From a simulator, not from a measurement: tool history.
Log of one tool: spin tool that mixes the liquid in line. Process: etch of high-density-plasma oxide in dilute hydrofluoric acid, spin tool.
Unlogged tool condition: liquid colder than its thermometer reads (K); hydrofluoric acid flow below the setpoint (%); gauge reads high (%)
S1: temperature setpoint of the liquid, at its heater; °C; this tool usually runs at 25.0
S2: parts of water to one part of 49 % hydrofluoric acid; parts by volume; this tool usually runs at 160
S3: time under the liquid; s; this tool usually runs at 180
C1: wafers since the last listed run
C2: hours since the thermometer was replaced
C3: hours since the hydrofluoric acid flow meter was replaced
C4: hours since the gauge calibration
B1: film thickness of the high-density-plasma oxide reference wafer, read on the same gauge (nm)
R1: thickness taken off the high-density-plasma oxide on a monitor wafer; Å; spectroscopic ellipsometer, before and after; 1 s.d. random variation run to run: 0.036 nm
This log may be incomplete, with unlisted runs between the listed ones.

run 1 hour=0.0 | S1=25.0 S2=100 S3=125 | C1=0 C2=540.2 C3=1709.2 C4=185.5 | B1=79.98 | R1=88.1
run 2 hour=6.1 | S1=25.0 S2=220 S3=205 | C1=57 C2=546.3 C3=1715.3 C4=191.6 | B1=79.96 | R1=57.0
run 3 hour=15.7 | S1=25.0 S2=160 S3=180 | C1=90 C2=555.9 C3=1724.9 C4=201.2 | B1=80.05 | R1=74.0
run 4 hour=26.0 | S1=25.0 S2=160 S3=180 | C1=96 C2=566.2 C3=1735.2 C4=211.5 | B1=80.00 | R1=73.5
run 5 hour=41.3 | S1=25.0 S2=160 S3=180 | C1=143 C2=581.5 C3=1750.5 C4=226.8 | B1=79.99 | R1=73.4
run 6 hour=58.8 | S1=25.0 S2=160 S3=180 | C1=164 C2=599.0 C3=1768.0 C4=244.3 | B1=80.01 | R1=73.2
run 7 hour=66.6 | S1=25.0 S2=160 S3=180 | C1=73 C2=606.8 C3=1775.8 C4=252.1 | B1=79.99 | R1=73.5
run 8 hour=77.6 | S1=25.0 S2=160 S3=180 | C1=103 C2=617.8 C3=1786.8 C4=263.1 | B1=79.95 | R1=73.5
run 9 hour=95.5 | S1=25.0 S2=160 S3=130 | C1=168 C2=635.7 C3=1804.7 C4=281.0 | B1=79.95 | R1=52.8
run 10 hour=105.3 | S1=25.0 S2=160 S3=130 | C1=92 C2=645.5 C3=1814.5 C4=290.8 | B1=80.02 | R1=52.5
-- hour=145.0 hydrofluoric acid flow meter replaced
run 11 hour=155.2 | S1=25.0 S2=160 S3=130 | C1=459 C2=695.4 C3=10.2 C4=340.7 | B1=79.99 | R1=52.6
run 12 hour=170.6 | S1=25.0 S2=160 S3=180 | C1=144 C2=710.8 C3=25.6 C4=356.1 | B1=80.01 | R1=72.6
-- hour=182.7 gauge calibrated
run 13 hour=184.0 | S1=25.0 S2=160 S3=180 | C1=125 C2=724.2 C3=39.0 C4=1.3 | B1=79.97 | R1=71.8
run 14 hour=193.2 | S1=25.0 S2=115 S3=180 | C1=86 C2=733.4 C3=48.2 C4=10.5 | B1=80.06 | R1=105.8
run 15 hour=206.0 | S1=25.0 S2=210 S3=180 | C1=120 C2=746.2 C3=61.0 C4=23.3 | B1=79.98 | R1=52.1
run 16 hour=213.4 | S1=23.0 S2=215 S3=180 | C1=69 C2=753.6 C3=68.4 C4=30.7 | B1=80.03 | R1=47.1
run 17 hour=221.9 | S1=25.0 S2=160 S3=130 | C1=79 C2=762.1 C3=76.9 C4=39.2 | B1=80.01 | R1=51.9
run 18 hour=232.0 | S1=21.5 S2=160 S3=145 | C1=94 C2=772.2 C3=87.0 C4=49.3 | B1=79.99 | R1=50.8
run 19 hour=239.8 | S1=21.0 S2=225 S3=265 | C1=73 C2=780.0 C3=94.8 C4=57.1 | B1=79.98 | R1=60.5
run 20 hour=252.9 | S1=25.0 S2=160 S3=180 | C1=123 C2=793.1 C3=107.9 C4=70.2 | B1=80.02 | R1=71.6
-- hour=256.2 thermometer replaced
run 21 hour=259.9 | S1=27.5 S2=220 S3=180 | C1=56 C2=3.7 C3=114.9 C4=77.2 | B1=80.01 | R1=59.2
run 22 hour=277.3 | S1=25.0 S2=160 S3=180 | C1=163 C2=21.1 C3=132.3 C4=94.6 | B1=80.04 | R1=78.7
run 23 hour=301.9 | S1=25.0 S2=90 S3=110 | C1=231 C2=45.7 C3=156.9 C4=119.2 | B1=79.97 | R1=93.4
run 24 hour=318.7 | S1=27.0 S2=160 S3=100 | C1=157 C2=62.5 C3=173.7 C4=136.0 | B1=80.01 | R1=46.8
run 25 hour=332.9 | S1=29.5 S2=135 S3=230 | C1=133 C2=76.7 C3=187.9 C4=150.2 | B1=80.05 | R1=144.0
run 26 hour=358.0 | S1=25.0 S2=110 S3=180 | C1=235 C2=101.8 C3=213.0 C4=175.3 | B1=79.99 | R1=120.9
run 27 hour=369.7 | S1=25.0 S2=235 S3=180 | C1=109 C2=113.5 C3=224.7 C4=187.0 | B1=79.98 | R1=49.0
run 28 hour=382.4 | S1=25.0 S2=160 S3=120 | C1=119 C2=126.2 C3=237.4 C4=199.7 | B1=79.97 | R1=52.0
run 29 hour=390.4 | S1=25.0 S2=140 S3=240 | C1=75 C2=134.2 C3=245.4 C4=207.7 | B1=80.06 | R1=121.7

Branching from run 29: 5 alternative next runs. What would each branch give?
run A hour=390.9 | S1=25.0 S2=160 S3=260 | C1=4 C2=134.7 C3=245.9 C4=208.2 | B1=? | R1=?
run B hour=390.9 | S1=27.5 S2=140 S3=180 | C1=4 C2=134.7 C3=245.9 C4=208.2 | B1=? | R1=?
run C hour=390.9 | S1=25.0 S2=160 S3=235 | C1=4 C2=134.7 C3=245.9 C4=208.2 | B1=? | R1=?
run D hour=390.9 | S1=21.0 S2=95 S3=285 | C1=4 C2=134.7 C3=245.9 C4=208.2 | B1=? | R1=?
run E hour=390.9 | S1=23.5 S2=115 S3=285 | C1=4 C2=134.7 C3=245.9 C4=208.2 | B1=? | R1=?

run=A B1=80.05 R1=112.6
run=B B1=80.05 R1=100.2
run=C B1=80.05 R1=101.8
run=D B1=80.05 R1=191.3
run=E B1=80.05 R1=170.8
Stripped of hidden state, with their random variation kept, the same runs would have yielded:
run=A R1=114.6
run=B R1=101.9
run=C R1=103.5
run=D R1=194.8
run=E R1=173.8
